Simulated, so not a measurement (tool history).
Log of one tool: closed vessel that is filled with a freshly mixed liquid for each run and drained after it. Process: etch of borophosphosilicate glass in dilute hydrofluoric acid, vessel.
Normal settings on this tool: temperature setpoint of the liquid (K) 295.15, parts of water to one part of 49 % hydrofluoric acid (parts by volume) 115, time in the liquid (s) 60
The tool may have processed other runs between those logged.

| run | day | temperature setpoint of the liquid (K) | parts of water to one part of 49 % hydrofluoric acid (parts by volume) | time in the liquid (s) | read-back film thickness of the borophosphosilicate glass reference wafer, read on the same gauge (nm) | thickness taken off the borophosphosilicate glass on a monitor wafer (nm) |
|---|---|---|---|---|---|---|
| 1 | 0 | 293.15 | 115 | 60 | 100.01 | 28.62 |
| 2 | 2.262 | 295.15 | 115 | 60 | 99.98 | 30.84 |
| 3 | 4.9 | 295.15 | 115 | 60 | 99.98 | 31.07 |
| 4 | 6.133 | 295.15 | 115 | 60 | 99.98 | 31.06 |
| 5 | 7.758 | 295.15 | 115 | 60 | 99.99 | 31.07 |
| 6 | 9.283 | 295.15 | 115 | 60 | 99.97 | 30.8 |
| 7 | 10.542 | 295.15 | 115 | 60 | 100.01 | 31.17 |
| 8 | 13.433 | 295.15 | 115 | 60 | 100 | 31.05 |
|  | 13.7 | gauge calibrated |
|  | 14.104 | hydrofluoric acid flow meter replaced |
| 9 | 14.933 | 295.15 | 115 | 60 | 100 | 30.51 |
| 10 | 16.362 | 295.15 | 115 | 60 | 99.96 | 30.38 |
|  | 16.479 | thermometer replaced |
| 11 | 17.404 | 295.15 | 115 | 60 | 100.01 | 30.48 |
| 12 | 18.879 | 295.15 | 115 | 60 | 100 | 30.25 |
| 13 | 20.254 | 295.15 | 115 | 60 | 100 | 30.37 |
| 14 | 23.162 | 295.15 | 115 | 60 | 99.98 | 30.34 |
| 15 | 24.979 | 290.15 | 115 | 60 | 100.01 | 24.75 |
| 16 | 26.692 | 295.15 | 115 | 60 | 99.98 | 30.56 |
| 17 | 29.412 | 298.15 | 175 | 35 | 99.99 | 12.26 |
| 18 | 30.454 | 297.65 | 145 | 70 | 99.99 | 30.47 |
| 19 | 32.171 | 295.15 | 115 | 60 | 99.97 | 30.48 |
| 20 | 33.6 | 295.15 | 115 | 60 | 99.99 | 30.74 |
| 21 | 36.104 | 295.15 | 115 | 75 | 99.99 | 38.48 |
|  | 37.033 | thermometer replaced |
| 22 | 37.55 | 292.15 | 75 | 90 | 100.01 | 65.23 |
| 23 | 39.546 | 297.65 | 140 | 40 | 100 | 17.97 |
| 24 | 40.708 | 295.15 | 115 | 60 | 99.98 | 30.66 |
| 25 | 42.921 | 295.15 | 60 | 60 | 100.02 | 62.37 |
| 26 | 44.546 | 295.15 | 115 | 60 | 100.01 | 30.65 |
| 27 | 46.462 | 295.15 | 55 | 60 | 100 | 69.81 |
| 28 | 48.512 | 292.65 | 155 | 40 | 100 | 13.28 |
| 29 | 49.842 | 295.15 | 80 | 60 | 100 | 45.96 |
| 30 | 51.133 | 295.15 | 115 | 90 | 99.99 | 46.51 |
| 31 | 53.938 | 297.65 | 140 | 40 | 100.01 | 18.16 |
|  | 54.638 | hydrofluoric acid flow meter replaced |
| 32 | 55.571 | 298.15 | 115 | 45 | 100.01 | 25.58 |
| 33 | 58.204 | 298.65 | 115 | 60 | 100 | 34.75 |

Forecast each of these 3 alternatives for the next run:
| A | 58.233 | 297.15 | 115 | 60 | ? | ? |
| B | 58.233 | 295.15 | 85 | 95 | ? | ? |
| C | 58.233 | 295.15 | 65 | 60 | ? | ? |

| run | read-back film thickness of the borophosphosilicate glass reference wafer, read on the same gauge (nm) | thickness taken off the borophosphosilicate glass on a monitor wafer (nm) |
|---|---|---|
| A | 99.99 | 32.67 |
| B | 99.99 | 66.95 |
| C | 99.99 | 56.64 |
What these runs would have given with no unlogged condition in the tool:
| run | thickness taken off the borophosphosilicate glass on a monitor wafer (nm) |
|---|---|
| A | 32.42 |
| B | 66.46 |
| C | 56.24 |
